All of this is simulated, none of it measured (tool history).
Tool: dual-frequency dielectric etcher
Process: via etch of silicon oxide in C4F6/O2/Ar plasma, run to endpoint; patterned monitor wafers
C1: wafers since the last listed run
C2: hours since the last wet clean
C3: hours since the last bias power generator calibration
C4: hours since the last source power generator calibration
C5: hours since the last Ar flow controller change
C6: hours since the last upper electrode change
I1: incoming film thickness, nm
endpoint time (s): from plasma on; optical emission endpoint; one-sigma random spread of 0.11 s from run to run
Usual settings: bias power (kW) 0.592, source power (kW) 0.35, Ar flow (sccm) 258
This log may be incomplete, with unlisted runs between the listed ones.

{"run": 1, "day": 0.0, "bias power (kW)": 0.562, "source power (kW)": 0.35, "Ar flow (sccm)": 258, "C1": 0, "C2": 177.6, "C3": 4279.4, "C4": 2772.3, "C5": 4741.6, "C6": 5809.6, "I1": 125.2, "endpoint time (s)": 26.3}
{"run": 2, "day": 1.929, "bias power (kW)": 0.562, "source power (kW)": 0.35, "Ar flow (sccm)": 258, "C1": 469, "C2": 223.9, "C3": 4325.7, "C4": 2818.6, "C5": 4787.9, "C6": 5855.9, "I1": 125.7, "endpoint time (s)": 26.5}
{"run": 3, "day": 5.046, "bias power (kW)": 0.592, "source power (kW)": 0.32, "Ar flow (sccm)": 302, "C1": 757, "C2": 298.7, "C3": 4400.5, "C4": 2893.4, "C5": 4862.7, "C6": 5930.7, "I1": 127.4, "endpoint time (s)": 27.7}
{"run": 4, "day": 9.875, "bias power (kW)": 0.678, "source power (kW)": 0.35, "Ar flow (sccm)": 258, "C1": 1174, "C2": 414.6, "C3": 4516.4, "C4": 3009.3, "C5": 4978.6, "C6": 6046.6, "I1": 125.4, "endpoint time (s)": 24.3}
{"run": 5, "day": 12.658, "bias power (kW)": 0.678, "source power (kW)": 0.35, "Ar flow (sccm)": 258, "C1": 676, "C2": 481.4, "C3": 4583.2, "C4": 3076.1, "C5": 5045.4, "C6": 6113.4, "I1": 125.7, "endpoint time (s)": 24.2}
{"day": 14.617, "done": "wet clean of the chamber"}
{"run": 6, "day": 15.567, "bias power (kW)": 0.678, "source power (kW)": 0.35, "Ar flow (sccm)": 258, "C1": 464, "C2": 22.8, "C3": 4653, "C4": 3145.9, "C5": 5115.2, "C6": 6183.2, "I1": 125.6, "endpoint time (s)": 25.3}
{"run": 7, "day": 17.325, "bias power (kW)": 0.592, "source power (kW)": 0.29, "Ar flow (sccm)": 258, "C1": 427, "C2": 65, "C3": 4695.2, "C4": 3188.1, "C5": 5157.4, "C6": 6225.4, "I1": 125.4, "endpoint time (s)": 28.1}
{"run": 8, "day": 20.742, "bias power (kW)": 0.592, "source power (kW)": 0.29, "Ar flow (sccm)": 258, "C1": 830, "C2": 147, "C3": 4777.2, "C4": 3270.1, "C5": 5239.4, "C6": 6307.4, "I1": 125.1, "endpoint time (s)": 27.8}
{"run": 9, "day": 23.667, "bias power (kW)": 0.592, "source power (kW)": 0.29, "Ar flow (sccm)": 258, "C1": 711, "C2": 217.2, "C3": 4847.4, "C4": 3340.3, "C5": 5309.6, "C6": 6377.6, "I1": 127.3, "endpoint time (s)": 28}
{"day": 24.825, "done": "upper electrode replaced"}
{"day": 25.429, "done": "Ar flow controller replaced"}
{"day": 26.333, "done": "source power generator calibrated"}
{"day": 26.908, "done": "bias power generator calibrated"}
{"run": 10, "day": 29.058, "bias power (kW)": 0.592, "source power (kW)": 0.35, "Ar flow (sccm)": 301, "C1": 926, "C2": 346.6, "C3": 51.6, "C4": 65.4, "C5": 87.1, "C6": 101.6, "I1": 125.2, "endpoint time (s)": 26.2}
{"run": 11, "day": 31.312, "bias power (kW)": 0.592, "source power (kW)": 0.35, "Ar flow (sccm)": 301, "C1": 548, "C2": 400.7, "C3": 105.7, "C4": 119.5, "C5": 141.2, "C6": 155.7, "I1": 125.2, "endpoint time (s)": 26.2}
{"day": 33.296, "done": "wet clean of the chamber"}
{"run": 12, "day": 33.317, "bias power (kW)": 0.592, "source power (kW)": 0.35, "Ar flow (sccm)": 258, "C1": 244, "C2": 0.5, "C3": 153.8, "C4": 167.6, "C5": 189.3, "C6": 203.8, "I1": 125.9, "endpoint time (s)": 26.7}
{"run": 13, "day": 35.521, "bias power (kW)": 0.698, "source power (kW)": 0.33, "Ar flow (sccm)": 312, "C1": 536, "C2": 53.4, "C3": 206.7, "C4": 220.5, "C5": 242.2, "C6": 256.7, "I1": 126.4, "endpoint time (s)": 26.2}
{"run": 14, "day": 37.583, "bias power (kW)": 0.592, "source power (kW)": 0.35, "Ar flow (sccm)": 258, "C1": 501, "C2": 102.9, "C3": 256.2, "C4": 270, "C5": 291.7, "C6": 306.2, "I1": 126.9, "endpoint time (s)": 26.5}
{"run": 15, "day": 39.296, "bias power (kW)": 0.71, "source power (kW)": 0.35, "Ar flow (sccm)": 258, "C1": 416, "C2": 144, "C3": 297.3, "C4": 311.1, "C5": 332.8, "C6": 347.3, "I1": 124.8, "endpoint time (s)": 24.1}
{"run": 16, "day": 41.729, "bias power (kW)": 0.533, "source power (kW)": 0.35, "Ar flow (sccm)": 321, "C1": 591, "C2": 202.4, "C3": 355.7, "C4": 369.5, "C5": 391.2, "C6": 405.7, "I1": 126.5, "endpoint time (s)": 28}
{"run": 17, "day": 46.158, "bias power (kW)": 0.683, "source power (kW)": 0.35, "Ar flow (sccm)": 227, "C1": 1077, "C2": 308.7, "C3": 462, "C4": 475.8, "C5": 497.5, "C6": 512, "I1": 125.1, "endpoint time (s)": 23.8}
{"run": 18, "day": 50.812, "bias power (kW)": 0.592, "source power (kW)": 0.35, "Ar flow (sccm)": 258, "C1": 1131, "C2": 420.4, "C3": 573.7, "C4": 587.5, "C5": 609.2, "C6": 623.7, "I1": 127.1, "endpoint time (s)": 25.6}
{"day": 53.6, "done": "wet clean of the chamber"}
{"run": 19, "day": 55.004, "bias power (kW)": 0.592, "source power (kW)": 0.35, "Ar flow (sccm)": 258, "C1": 776, "C2": 33.7, "C3": 674.3, "C4": 688.1, "C5": 709.8, "C6": 724.3, "I1": 124.2, "endpoint time (s)": 26}
{"run": 20, "day": 58.858, "bias power (kW)": 0.592, "source power (kW)": 0.35, "Ar flow (sccm)": 258, "C1": 937, "C2": 126.2, "C3": 766.8, "C4": 780.6, "C5": 802.3, "C6": 816.8, "I1": 126.1, "endpoint time (s)": 26.3}
{"run": 21, "day": 61.392, "bias power (kW)": 0.592, "source power (kW)": 0.35, "Ar flow (sccm)": 258, "C1": 616, "C2": 187, "C3": 827.6, "C4": 841.4, "C5": 863.1, "C6": 877.6, "I1": 126.1, "endpoint time (s)": 25.9}
{"run": 22, "day": 65.371, "bias power (kW)": 0.459, "source power (kW)": 0.3, "Ar flow (sccm)": 309, "C1": 967, "C2": 282.5, "C3": 923.1, "C4": 936.9, "C5": 958.6, "C6": 973.1, "I1": 126.8, "endpoint time (s)": 30.8}
{"run": 23, "day": 69.258, "bias power (kW)": 0.592, "source power (kW)": 0.35, "Ar flow (sccm)": 233, "C1": 945, "C2": 375.8, "C3": 1016.4, "C4": 1030.2, "C5": 1051.9, "C6": 1066.4, "I1": 125.3, "endpoint time (s)": 25.1}
{"run": 24, "day": 72.625, "bias power (kW)": 0.478, "source power (kW)": 0.27, "Ar flow (sccm)": 298, "C1": 818, "C2": 456.6, "C3": 1097.2, "C4": 1111, "C5": 1132.7, "C6": 1147.2, "I1": 125.7, "endpoint time (s)": 30.4}
{"run": 25, "day": 74.512, "bias power (kW)": 0.592, "source power (kW)": 0.44, "Ar flow (sccm)": 308, "C1": 459, "C2": 501.9, "C3": 1142.5, "C4": 1156.3, "C5": 1178, "C6": 1192.5, "I1": 126.7, "endpoint time (s)": 24.1}

5 options for the next run, each taken on its own from the tool as it stands now. Forecast them:
{"run": "A", "day": 74.529, "bias power (kW)": 0.592, "source power (kW)": 0.35, "Ar flow (sccm)": 258, "C1": 4, "C2": 502.3, "C3": 1142.9, "C4": 1156.7, "C5": 1178.4, "C6": 1192.9, "I1": 126, "endpoint time (s)": "?"}
{"run": "B", "day": 74.529, "bias power (kW)": 0.592, "source power (kW)": 0.43, "Ar flow (sccm)": 258, "C1": 4, "C2": 502.3, "C3": 1142.9, "C4": 1156.7, "C5": 1178.4, "C6": 1192.9, "I1": 126, "endpoint time (s)": "?"}
{"run": "C", "day": 74.529, "bias power (kW)": 0.592, "source power (kW)": 0.32, "Ar flow (sccm)": 258, "C1": 4, "C2": 502.3, "C3": 1142.9, "C4": 1156.7, "C5": 1178.4, "C6": 1192.9, "I1": 126, "endpoint time (s)": "?"}
{"run": "D", "day": 74.529, "bias power (kW)": 0.454, "source power (kW)": 0.35, "Ar flow (sccm)": 258, "C1": 4, "C2": 502.3, "C3": 1142.9, "C4": 1156.7, "C5": 1178.4, "C6": 1192.9, "I1": 126, "endpoint time (s)": "?"}
{"run": "E", "day": 74.529, "bias power (kW)": 0.592, "source power (kW)": 0.38, "Ar flow (sccm)": 258, "C1": 4, "C2": 502.3, "C3": 1142.9, "C4": 1156.7, "C5": 1178.4, "C6": 1192.9, "I1": 126, "endpoint time (s)": "?"}

run=A endpoint_time_(s)=25.1
run=B endpoint_time_(s)=23.3
run=C endpoint_time_(s)=25.9
run=D endpoint_time_(s)=27.5
run=E endpoint_time_(s)=24.4
Without the tool's hidden state the same runs would have given:
run=A endpoint_time_(s)=26.4
run=B endpoint_time_(s)=24.6
run=C endpoint_time_(s)=27.3
run=D endpoint_time_(s)=29
run=E endpoint_time_(s)=25.7
